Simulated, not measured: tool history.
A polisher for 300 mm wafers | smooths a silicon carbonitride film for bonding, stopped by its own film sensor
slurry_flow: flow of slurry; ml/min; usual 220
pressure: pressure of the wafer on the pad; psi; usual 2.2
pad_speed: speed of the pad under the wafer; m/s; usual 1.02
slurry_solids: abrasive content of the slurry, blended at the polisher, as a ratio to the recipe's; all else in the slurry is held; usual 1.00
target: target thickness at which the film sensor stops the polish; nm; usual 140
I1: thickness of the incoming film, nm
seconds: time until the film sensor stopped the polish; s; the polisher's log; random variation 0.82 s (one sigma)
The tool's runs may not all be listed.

Run 1, hour 0.0: usual settings but pressure 2.6 psi; I1 160.0. Result: seconds 82.8 s.
Run 2, hour 13.3: usual settings but pressure 2.6 psi; I1 158.8. Result: seconds 77.2 s.
Run 3, hour 23.4: usual settings but pressure 2.6 psi; I1 161.7. Result: seconds 88.1 s.
Run 4, hour 40.9: usual settings but slurry_solids 0.85, target 145 nm; I1 160.0. Result: seconds 78.2 s.
Run 5, hour 48.0: usual settings but slurry_solids 0.85, target 145 nm; I1 157.7. Result: seconds 66.9 s.
Run 6, hour 58.1: usual settings but pressure 1.7 psi; I1 160.8. Result: seconds 132.9 s.
At hour 83.8: slurry blender recalibrated.
At hour 85.3: worn pad replaced by a new one.
Run 7, hour 85.8: usual settings; I1 159.4. Result: seconds 85.2 s.
Run 8, hour 91.8: usual settings; I1 157.9. Result: seconds 77.9 s.
Run 9, hour 104.8: usual settings; I1 161.9. Result: seconds 96.8 s.
Run 10, hour 111.5: usual settings but pad_speed 1.14 m/s, target 143 nm; I1 157.5. Result: seconds 59.7 s.

The next listed run, before its measurement:
At hour 124.4: slurry nozzle cleaned.
Run 11, hour 128.7: usual settings but pad_speed 0.76 m/s, slurry_solids 1.10, target 146 nm; I1 158.0. Result: seconds ?.

Run 11 gave seconds 64.6 s.
Without the tool's hidden state the same run would have given seconds 60.9 s.
